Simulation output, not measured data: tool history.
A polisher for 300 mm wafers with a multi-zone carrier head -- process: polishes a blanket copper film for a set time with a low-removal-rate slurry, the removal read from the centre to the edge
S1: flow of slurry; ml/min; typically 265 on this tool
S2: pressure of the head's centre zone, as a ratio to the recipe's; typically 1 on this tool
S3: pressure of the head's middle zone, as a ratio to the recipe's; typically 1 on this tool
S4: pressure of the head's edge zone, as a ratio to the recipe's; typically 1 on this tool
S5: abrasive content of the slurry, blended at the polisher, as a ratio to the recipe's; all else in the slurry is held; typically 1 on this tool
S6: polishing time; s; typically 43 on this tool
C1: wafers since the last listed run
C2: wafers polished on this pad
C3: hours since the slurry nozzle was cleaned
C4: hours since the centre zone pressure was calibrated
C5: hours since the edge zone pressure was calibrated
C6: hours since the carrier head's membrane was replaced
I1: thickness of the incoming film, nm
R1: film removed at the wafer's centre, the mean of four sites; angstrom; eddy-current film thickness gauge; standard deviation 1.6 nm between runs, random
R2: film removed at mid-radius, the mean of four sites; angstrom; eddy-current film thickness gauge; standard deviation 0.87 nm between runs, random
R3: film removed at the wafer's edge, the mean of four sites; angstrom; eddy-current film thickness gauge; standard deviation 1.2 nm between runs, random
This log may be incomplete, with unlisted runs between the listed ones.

run 1 hour=0 | S1=265 S2=1 S3=1 S4=1 S5=1 S6=43 | C1=0 C2=926 C3=255.3 C4=897.2 C5=414.7 C6=1245.4 | I1=925.8 | R1=1330 R2=1349 R3=1338
run 2 hour=16.8 | S1=265 S2=1 S3=1 S4=1 S5=1 S6=43 | C1=178 C2=1104 C3=272.1 C4=914 C5=431.5 C6=1262.2 | I1=917.7 | R1=1310 R2=1327 R3=1313
-- hour=25.3 worn pad replaced by a new one
run 3 hour=42.8 | S1=265 S2=1 S3=1.09 S4=1 S5=1 S6=43 | C1=233 C2=185 C3=298.1 C4=940 C5=457.5 C6=1288.2 | I1=938.3 | R1=1393 R2=1509 R3=1374
-- hour=47.2 slurry nozzle cleaned
run 4 hour=109.5 | S1=265 S2=1 S3=1.09 S4=1 S5=1 S6=43 | C1=697 C2=882 C3=62.3 C4=1006.7 C5=524.2 C6=1354.9 | I1=930.1 | R1=1339 R2=1454 R3=1364
-- hour=131 worn pad replaced by a new one
run 5 hour=142.1 | S1=265 S2=1 S3=1 S4=1 S5=1 S6=43 | C1=303 C2=117 C3=94.9 C4=1039.3 C5=556.8 C6=1387.5 | I1=941.7 | R1=1338 R2=1392 R3=1374
run 6 hour=161.9 | S1=265 S2=1 S3=1 S4=1 S5=1 S6=43 | C1=210 C2=327 C3=114.7 C4=1059.1 C5=576.6 C6=1407.3 | I1=915 | R1=1366 R2=1393 R3=1377
-- hour=180.7 centre zone pressure recalibrated
run 7 hour=195.8 | S1=265 S2=1 S3=1 S4=1 S5=1 S6=43 | C1=338 C2=666 C3=148.6 C4=15.1 C5=610.5 C6=1441.2 | I1=931.6 | R1=1340 R2=1365 R3=1359
run 8 hour=220.7 | S1=315 S2=1 S3=1 S4=1 S5=1 S6=43 | C1=264 C2=930 C3=173.5 C4=40 C5=635.4 C6=1466.1 | I1=929.7 | R1=1394 R2=1350 R3=1349
run 9 hour=237.8 | S1=315 S2=1 S3=1 S4=1 S5=1 S6=43 | C1=181 C2=1112 C3=190.6 C4=57.1 C5=652.5 C6=1483.2 | I1=938 | R1=1352 R2=1342 R3=1364
-- hour=258.5 worn pad replaced by a new one
-- hour=266.1 carrier head's membrane replaced by a new one, of another model than before
run 10 hour=266.6 | S1=265 S2=1 S3=1 S4=1 S5=1 S6=43 | C1=210 C2=32 C3=219.4 C4=85.9 C5=681.3 C6=0.5 | I1=945.6 | R1=1372 R2=1395 R3=1383
run 11 hour=279 | S1=265 S2=1 S3=0.91 S4=1 S5=1.15 S6=53 | C1=131 C2=164 C3=231.8 C4=98.3 C5=693.7 C6=12.9 | I1=941.4 | R1=1751 R2=1669 R3=1771
-- hour=285.8 edge zone pressure recalibrated
run 12 hour=296.6 | S1=205 S2=1.09 S3=1 S4=1 S5=1 S6=55 | C1=165 C2=329 C3=249.4 C4=115.9 C5=10.8 C6=30.5 | I1=941.7 | R1=1833 R2=1719 R3=1718
run 13 hour=322.1 | S1=265 S2=1.09 S3=0.96 S4=1.12 S5=1 S6=30 | C1=270 C2=600 C3=274.9 C4=141.4 C5=36.3 C6=56 | I1=917.8 | R1=1000 R2=930 R3=1036
run 14 hour=336.1 | S1=265 S2=1 S3=1.07 S4=1 S5=1 S6=43 | C1=148 C2=749 C3=288.9 C4=155.4 C5=50.3 C6=70 | I1=925.8 | R1=1332 R2=1395 R3=1331
run 15 hour=355.8 | S1=265 S2=1 S3=1.12 S4=0.94 S5=1 S6=50 | C1=209 C2=958 C3=308.6 C4=175.1 C5=70 C6=89.7 | I1=948 | R1=1522 R2=1644 R3=1476
-- hour=369.4 worn pad replaced by a new one
run 16 hour=369.9 | S1=220 S2=1 S3=1 S4=1 S5=1 S6=52 | C1=107 C2=5 C3=322.7 C4=189.2 C5=84.1 C6=103.8 | I1=916 | R1=1629 R2=1659 R3=1687
-- hour=371.1 slurry nozzle cleaned
run 17 hour=388.8 | S1=305 S2=1 S3=1.06 S4=1 S5=1 S6=54 | C1=190 C2=195 C3=17.7 C4=208.1 C5=103 C6=122.7 | I1=913 | R1=1740 R2=1804 R3=1775
run 18 hour=409.3 | S1=265 S2=1 S3=1.04 S4=0.94 S5=1 S6=43 | C1=217 C2=413 C3=38.2 C4=228.6 C5=123.5 C6=143.2 | I1=929.9 | R1=1351 R2=1404 R3=1312
run 19 hour=458.8 | S1=265 S2=1 S3=1 S4=1 S5=1 S6=31 | C1=525 C2=938 C3=87.7 C4=278.1 C5=173 C6=192.7 | I1=912.7 | R1=942 R2=974 R3=981
run 20 hour=492.8 | S1=265 S2=0.91 S3=1 S4=1 S5=0.75 S6=43 | C1=360 C2=1299 C3=121.7 C4=312.1 C5=207 C6=226.7 | I1=922.3 | R1=1119 R2=1236 R3=1231
-- hour=497.1 worn pad replaced by a new one
run 21 hour=507.5 | S1=265 S2=1 S3=1 S4=1 S5=1 S6=43 | C1=113 C2=110 C3=136.4 C4=326.8 C5=221.7 C6=241.4 | I1=936.5 | R1=1374 R2=1393 R3=1387

List, for all runs, the conditions of the tool that the log does not record:
slurry flow missing at the pad, %: 0 at every run
deviation of the centre zone's pressure from its setpoint, %: 0 at every run
deviation of the edge zone's pressure from its setpoint, %: 0 at every run
H1: removal rate lost through wear of the pad, %
run=1 H1=3.21
run=2 H1=4.51
run=3 H1=0.284
run=4 H1=3.01
run=5 H1=0.343
run=6 H1=0.678
run=7 H1=1.98
run=8 H1=3.53
run=9 H1=4.88
run=10 H1=0.76
run=11 H1=0.903
run=12 H1=1.32
run=13 H1=2.36
run=14 H1=3.15
run=15 H1=4.54
run=16 H1=0.318
run=17 H1=0.47
run=18 H1=0.959
run=19 H1=3.53
run=20 H1=6.45
run=21 H1=0.568
